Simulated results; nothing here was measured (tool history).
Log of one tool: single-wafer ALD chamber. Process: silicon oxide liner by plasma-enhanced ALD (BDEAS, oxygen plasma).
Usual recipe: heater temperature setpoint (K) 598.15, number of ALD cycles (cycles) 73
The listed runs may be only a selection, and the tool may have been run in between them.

run,hour,heater temperature setpoint (K),number of ALD cycles (cycles),"read-back reference wafer on the same gauge, thickness_nm",mean film thickness on the monitor wafer (angstrom)
1,0,598.15,73,6.21,70.03
2,90.1,598.15,73,6.212,69.95
3,194.2,598.15,73,6.216,69.98
4,266.5,594.15,67,6.207,64.6
5,349.7,594.15,67,6.213,64.92
6,414.6,590.15,68,6.209,66.14
7,506.8,590.15,68,6.206,66.21
8,557.8,598.15,79,6.214,76.11
9,653,598.15,79,6.212,76.02
10,744.7,608.15,73,6.211,69.3
11,829.7,602.15,73,6.22,69.65
12,909.8,602.15,73,6.207,70.05
13,991.9,598.15,73,6.203,69.7
14,1082.9,598.15,73,6.21,69.95
15,1185.9,598.15,73,6.203,69.79
16,1250.9,598.15,73,6.214,69.78
17,1290.1,611.15,61,6.215,57.09
18,1372,598.15,82,6.218,78.49
19,1438.3,584.15,65,6.211,63.45
20,1541.7,591.15,61,6.209,58.9
21,1610.3,589.15,73,6.203,70.82
22,1687.3,604.15,82,6.209,78.18
23,1739.5,598.15,73,6.204,70.01
24,1817.2,589.15,85,6.212,82.19
25,1909.3,598.15,73,6.205,70.06
26,2015.8,590.15,62,6.207,60.07
27,2080.6,598.15,60,6.208,57.37
28,2361.2,598.15,73,6.206,70.13
29,2434.8,584.15,67,6.21,65.96
30,2526.4,604.15,86,6.206,81.91
31,2570.8,605.15,83,6.214,79.03
32,2632.5,591.15,66,6.207,64.42

Removed from this log: 2 entries logged between the listed runs. Between which two listed runs does each belong, and how does the tool's hidden state at the listed run before it compare with that at the listed run after it?
Between runs 12 and 13: thermocouple changed; heater temperature recalibrated (hour 980.3)
  wafer temperature above the value expected at the setpoint (K): -5.18 -> 0.275
  measured value less the no-hidden-state value, mean film thickness on the monitor wafer (angstrom): +0.57 -> -0.03
Between runs 25 and 26: gauge calibrated (hour 1949.9)
  wafer temperature above the value expected at the setpoint (K): -1.29 -> -1.67
  measured value less the no-hidden-state value, mean film thickness on the monitor wafer (angstrom): +0.15 -> +0.16
